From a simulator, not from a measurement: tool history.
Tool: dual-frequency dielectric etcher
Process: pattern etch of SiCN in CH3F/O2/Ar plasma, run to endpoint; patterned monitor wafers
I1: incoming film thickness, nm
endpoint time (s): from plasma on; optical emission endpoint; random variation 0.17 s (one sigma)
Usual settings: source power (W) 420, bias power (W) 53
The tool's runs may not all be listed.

{"run": 1, "hour": 0.0, "source power (W)": 420, "bias power (W)": 53, "I1": 10, "endpoint time (s)": 29.2}
{"run": 2, "hour": 17.3, "source power (W)": 420, "bias power (W)": 53, "I1": 9.92, "endpoint time (s)": 28.8}
{"run": 3, "hour": 24.4, "source power (W)": 420, "bias power (W)": 58, "I1": 9.98, "endpoint time (s)": 28.1}
{"run": 4, "hour": 40.9, "source power (W)": 420, "bias power (W)": 58, "I1": 9.96, "endpoint time (s)": 28.2}
{"hour": 74.4, "done": "upper electrode replaced"}
{"run": 5, "hour": 74.9, "source power (W)": 420, "bias power (W)": 53, "I1": 9.98, "endpoint time (s)": 28.9}
{"run": 6, "hour": 75.2, "source power (W)": 420, "bias power (W)": 53, "I1": 10.04, "endpoint time (s)": 29.1}
{"run": 7, "hour": 83.3, "source power (W)": 420, "bias power (W)": 53, "I1": 10.04, "endpoint time (s)": 29.2}
{"run": 8, "hour": 95.4, "source power (W)": 500, "bias power (W)": 53, "I1": 10.2, "endpoint time (s)": 26.5}
{"hour": 100.2, "done": "bias power generator calibrated"}
{"run": 9, "hour": 112.4, "source power (W)": 500, "bias power (W)": 53, "I1": 10.07, "endpoint time (s)": 26}
{"hour": 121.1, "done": "source power generator calibrated"}
{"hour": 141.1, "done": "wet clean of the chamber"}
{"run": 10, "hour": 141.6, "source power (W)": 500, "bias power (W)": 53, "I1": 10.06, "endpoint time (s)": 26.9}
{"run": 11, "hour": 142.0, "source power (W)": 490, "bias power (W)": 53, "I1": 10.02, "endpoint time (s)": 27.4}
{"run": 12, "hour": 150.2, "source power (W)": 340, "bias power (W)": 57, "I1": 9.88, "endpoint time (s)": 32.9}
{"run": 13, "hour": 158.7, "source power (W)": 370, "bias power (W)": 42, "I1": 10.09, "endpoint time (s)": 35.1}
{"run": 14, "hour": 173.7, "source power (W)": 500, "bias power (W)": 47, "I1": 9.94, "endpoint time (s)": 27.6}

The next listed run, before its measurement:
{"run": 15, "hour": 186.1, "source power (W)": 420, "bias power (W)": 58, "I1": 9.99, "endpoint time (s)": "?"}

Run 15 gave endpoint time (s) 28.7.
Without the tool's hidden state the same run would have given endpoint time (s) 29.
